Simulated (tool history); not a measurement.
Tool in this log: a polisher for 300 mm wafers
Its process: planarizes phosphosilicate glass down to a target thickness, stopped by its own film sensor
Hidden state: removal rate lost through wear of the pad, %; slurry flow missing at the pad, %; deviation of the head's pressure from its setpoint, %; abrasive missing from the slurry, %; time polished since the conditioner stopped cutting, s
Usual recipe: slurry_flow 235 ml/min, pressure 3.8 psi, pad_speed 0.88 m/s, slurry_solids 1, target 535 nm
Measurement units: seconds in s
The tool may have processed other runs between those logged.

run,hour,slurry_flow,pressure,pad_speed,slurry_solids,target,wafers since the last listed run,wafers polished on this pad,hours since the slurry nozzle was cleaned,hours since the head pressure was calibrated,hours since the slurry blender was calibrated,hours since the conditioning disc was replaced,"incoming thickness of the incoming film, nm",seconds
1,0,185,3.8,0.88,1,660,0,2078,423.2,947.1,698.8,205.9,1387.2,108.7
2,75.3,185,3.8,0.88,1,660,415,2493,498.5,1022.4,774.1,281.2,1368.5,106.4
# hour 157.5: slurry blender recalibrated
3,169.7,235,3.8,0.88,1,535,509,3002,592.9,1116.8,12.2,375.6,1353.4,113.6
4,221.5,290,4.8,0.88,1,748,285,3288,644.7,1168.6,64,427.4,1350.5,63.8
5,262.3,185,3.8,0.88,1,535,224,3513,685.5,1209.4,104.8,468.2,1382.6,119.6
# hour 278.2: slurry nozzle cleaned
6,400.5,235,3.8,0.88,1,535,756,4269,122.3,1347.6,243,606.4,1358.4,115.4
7,440,235,3.8,0.88,1,535,217,4487,161.8,1387.1,282.5,645.9,1353.3,114
# hour 445.9: head pressure recalibrated
# hour 502.8: conditioning disc replaced and pad reconditioned
# hour 508.4: worn pad replaced by a new one
8,508.9,235,3.2,0.88,1,801,335,2,230.7,63,351.4,6.1,1371.2,94.7
9,585.8,235,3.8,1.1,1,535,423,426,307.6,139.9,428.3,83,1364.5,98.6
10,690.2,235,3.8,0.88,1,535,575,1002,412,244.3,532.7,187.4,1352.4,113.8
11,741.6,235,5.1,0.88,1,629,283,1285,463.4,295.7,584.1,238.8,1365.1,77.8
12,785.5,235,3.8,0.88,1,535,242,1527,507.3,339.6,628,282.7,1358.8,116.7
# hour 856.2: slurry blender recalibrated
13,1053.1,235,3.8,0.88,0.85,535,1464,2991,774.9,607.2,196.9,550.3,1364.6,122.2
# hour 1094.1: slurry nozzle cleaned
14,1148.1,300,3.8,0.88,1,535,518,3510,54,702.2,291.9,645.3,1388.9,116.2
15,1204.8,305,3.8,0.88,0.85,403,312,3822,110.7,758.9,348.6,702,1366.2,141
16,1297.1,235,3.8,0.88,1.1,535,508,4331,203,851.2,440.9,794.3,1341.9,111
# hour 1344.2: worn pad replaced by a new one
# hour 1365.1: conditioning disc replaced and pad reconditioned
17,1368.2,235,3.8,0.96,0.9,332,358,121,274.1,922.3,512,3.1,1346.7,140.8
18,1438.4,235,3.8,0.88,1,535,387,508,344.3,992.5,582.2,73.3,1384.1,121.2
19,1570,235,3.8,0.88,1,535,725,1233,475.9,1124.1,713.8,204.9,1361.5,119.2
20,1661.1,235,3.8,0.88,1,535,502,1736,567,1215.2,804.9,296,1370.6,123.2
# hour 1716.1: slurry blender recalibrated
# hour 1765.4: head pressure recalibrated
21,1893.6,315,3.8,0.88,1,535,1259,2995,799.5,128.2,177.5,528.5,1381.4,113.5
# hour 1921.1: slurry nozzle cleaned
22,1959.3,165,3.4,0.88,0.9,457,356,3352,38.2,193.9,243.2,594.2,1353,152.2
23,2024.7,235,4.7,0.88,0.8,535,360,3713,103.6,259.3,308.6,659.6,1373,103.8
24,2110,235,4.7,0.88,1,439,470,4183,188.9,344.6,393.9,744.9,1390.2,108.2

Branching from run 24: 5 alternative next runs. What would each branch give?
A,2110.4,235,3.8,0.88,1,535,2,4185,189.3,345,394.3,745.3,1384.6,?
B,2110.4,170,3.8,0.88,1.3,535,2,4185,189.3,345,394.3,745.3,1384.6,?
C,2110.4,290,3.8,1.16,1.25,296,2,4185,189.3,345,394.3,745.3,1384.6,?
D,2110.4,235,4.2,1.08,0.9,791,2,4185,189.3,345,394.3,745.3,1384.6,?
E,2110.4,235,3.8,0.88,1.25,535,2,4185,189.3,345,394.3,745.3,1384.6,?

run,seconds
A,118.6
B,111.6
C,111.8
D,67.1
E,109.2
The same runs, with their run-to-run variation unchanged, on a tool lacking any hidden condition would have given:
run,seconds
A,116.6
B,110
C,110.1
D,65.9
E,107.6

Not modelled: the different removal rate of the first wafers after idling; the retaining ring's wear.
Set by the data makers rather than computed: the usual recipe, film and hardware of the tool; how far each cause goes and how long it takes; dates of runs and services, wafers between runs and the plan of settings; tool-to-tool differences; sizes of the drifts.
